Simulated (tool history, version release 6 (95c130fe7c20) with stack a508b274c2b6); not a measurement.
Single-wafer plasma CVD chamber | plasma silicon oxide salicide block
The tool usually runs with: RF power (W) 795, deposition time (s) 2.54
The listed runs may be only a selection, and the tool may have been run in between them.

run,hour,RF power (W),deposition time (s),"read-back reference wafer on the same gauge, thickness_nm",mean film thickness on the monitor wafer (Å)
1,0,830,2.54,32.264,284.12
2,42,830,2.54,32.258,284.64
3,91.6,830,2.54,32.232,283.39
4,162.5,795,2.54,32.239,278.75
5,220.4,795,2.65,32.226,292.81
6,327.7,795,2.65,32.177,289.72
7,408.4,795,2.65,32.214,292.7
8,496.7,795,2.54,32.158,278.83
9,566,795,2.54,32.164,279.85
10,603.5,710,2.54,32.157,266.88
11,682.1,710,2.54,32.091,269.56
12,777.2,795,2.54,32.071,278.33
13,878.7,795,2.54,31.989,279.42
14,954.5,795,2.54,32.05,279.44
15,1055.5,795,2.65,32.009,288.93
16,1122.4,795,2.04,32.022,222.72
17,1200.8,680,2.96,31.969,309.2
18,1287.2,860,2.83,31.973,315.17
# hour 1322: gauge calibrated
19,1359.1,950,2.74,32.621,321.89
20,1395.3,695,3.04,32.565,323.95
21,1448.1,795,2.97,32.558,329.21
# hour 1468.8: showerhead replaced
# hour 1527.1: RF generator calibrated
22,1527.6,930,2.84,32.545,330.62
23,1627.8,795,2.25,32.513,250.63
24,1722.5,890,2.11,32.477,243.18
25,1782.2,795,2.54,32.471,281.29
26,1844.6,745,2.41,32.47,262.2
27,1917.1,950,2.74,32.444,319.79
28,1995.5,895,2.81,32.375,322.2

Each row is a separate what-if for the run after 28, all from the same tool condition, not one after another. Results?
A,1995.9,945,2.54,?,?
B,1995.9,640,2.31,?,?
C,1995.9,940,2.27,?,?

run,"read-back reference wafer on the same gauge, thickness_nm",mean film thickness on the monitor wafer (Å)
A,32.411,297.26
B,32.411,239.05
C,32.411,265.22
Without the tool's unlogged condition, the same runs would have read:
run,mean film thickness on the monitor wafer (Å)
A,298.76
B,240.25
C,266.56
